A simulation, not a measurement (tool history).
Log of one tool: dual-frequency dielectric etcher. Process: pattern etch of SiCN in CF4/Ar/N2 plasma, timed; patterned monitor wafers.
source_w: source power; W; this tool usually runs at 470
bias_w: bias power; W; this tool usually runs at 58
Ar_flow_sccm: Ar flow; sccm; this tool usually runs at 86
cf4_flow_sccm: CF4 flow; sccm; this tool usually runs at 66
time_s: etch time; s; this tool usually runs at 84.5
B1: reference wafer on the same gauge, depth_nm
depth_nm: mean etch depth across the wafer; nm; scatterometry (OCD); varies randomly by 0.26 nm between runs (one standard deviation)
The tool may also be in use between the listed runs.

Run 1, day 0: usual settings but source_w 530 W; B1 60.7. Result: depth_nm 74 nm.
Run 2, day 3.317: usual settings but source_w 530 W; B1 60.7. Result: depth_nm 73.6 nm.
Run 3, day 5.008: usual settings but source_w 530 W; B1 60.7. Result: depth_nm 73.9 nm.
At day 7.317: wet clean of the chamber.
Run 4, day 9.325: usual settings but bias_w 48 W; B1 60.7. Result: depth_nm 61 nm.
Run 5, day 11.588: usual settings but bias_w 48 W; B1 60.7. Result: depth_nm 60.8 nm.
Run 6, day 14.679: usual settings; B1 60.7. Result: depth_nm 64.3 nm.
Run 7, day 16.604: usual settings but Ar_flow_sccm 79 sccm; B1 60.7. Result: depth_nm 65 nm.
Run 8, day 20.142: usual settings but Ar_flow_sccm 79 sccm; B1 60.6. Result: depth_nm 64.7 nm.
At day 20.75: Ar flow controller replaced.
At day 22.671: wet clean of the chamber.
At day 24.104: bias power generator calibrated.
Run 9, day 24.125: usual settings but Ar_flow_sccm 79 sccm; B1 60.8. Result: depth_nm 64.3 nm.
Run 10, day 25.954: usual settings but Ar_flow_sccm 76 sccm; B1 60.7. Result: depth_nm 65 nm.
Run 11, day 29.662: usual settings but Ar_flow_sccm 76 sccm; B1 60.7. Result: depth_nm 64.5 nm.
Run 12, day 33.675: usual settings but source_w 540 W, bias_w 49 W, Ar_flow_sccm 100 sccm; B1 60.7. Result: depth_nm 67.6 nm.
At day 37.525: wet clean of the chamber.
Run 13, day 37.546: usual settings but source_w 410 W, cf4_flow_sccm 73 sccm, time_s 59.5 s; B1 60.7. Result: depth_nm 39.1 nm.
Run 14, day 39.375: usual settings but Ar_flow_sccm 75 sccm; B1 60.7. Result: depth_nm 64.1 nm.
Run 15, day 42.583: usual settings but bias_w 48 W, time_s 109.5 s; B1 60.7. Result: depth_nm 76.2 nm.
Run 16, day 46.592: usual settings; B1 60.6. Result: depth_nm 62 nm.
At day 47.692: gauge calibrated.
At day 48.242: source power generator calibrated.
At day 50.15: CF4 flow controller replaced.
At day 50.371: upper electrode replaced.
Run 17, day 50.392: usual settings but bias_w 53 W, Ar_flow_sccm 70 sccm; B1 60.8. Result: depth_nm 68.1 nm.
At day 52.288: wet clean of the chamber.
Run 18, day 53.667: usual settings but source_w 400 W, bias_w 51 W, Ar_flow_sccm 106 sccm, time_s 65 s; B1 60.7. Result: depth_nm 40.6 nm.
Run 19, day 56.325: usual settings but bias_w 46 W, Ar_flow_sccm 75 sccm, cf4_flow_sccm 61 sccm; B1 60.6. Result: depth_nm 63.5 nm.
Run 20, day 58.788: usual settings but bias_w 52 W, Ar_flow_sccm 70 sccm, cf4_flow_sccm 55 sccm, time_s 109 s; B1 60.7. Result: depth_nm 84.4 nm.
Run 21, day 62.029: usual settings; B1 60.7. Result: depth_nm 68 nm.
Run 22, day 65.821: usual settings but source_w 410 W, Ar_flow_sccm 77 sccm, time_s 102.5 s; B1 60.8. Result: depth_nm 72.2 nm.

Here are 3 independent what-if runs from the current tool condition. What would each one return?
Run A, day 65.838: usual settings but time_s 93 s; B1 ?. Result: depth_nm ?.
Run B, day 65.838: usual settings but source_w 560 W, Ar_flow_sccm 99 sccm; B1 ?. Result: depth_nm ?.
Run C, day 65.838: usual settings but Ar_flow_sccm 104 sccm; B1 ?. Result: depth_nm ?.

run    B1  depth_nm
  A  60.7      74.5
  B  60.7      79.6
  C  60.7      65.7
Without the tool's hidden state the same runs would have given:
run  depth_nm
  A      74.9
  B      80.1
  C      66.1

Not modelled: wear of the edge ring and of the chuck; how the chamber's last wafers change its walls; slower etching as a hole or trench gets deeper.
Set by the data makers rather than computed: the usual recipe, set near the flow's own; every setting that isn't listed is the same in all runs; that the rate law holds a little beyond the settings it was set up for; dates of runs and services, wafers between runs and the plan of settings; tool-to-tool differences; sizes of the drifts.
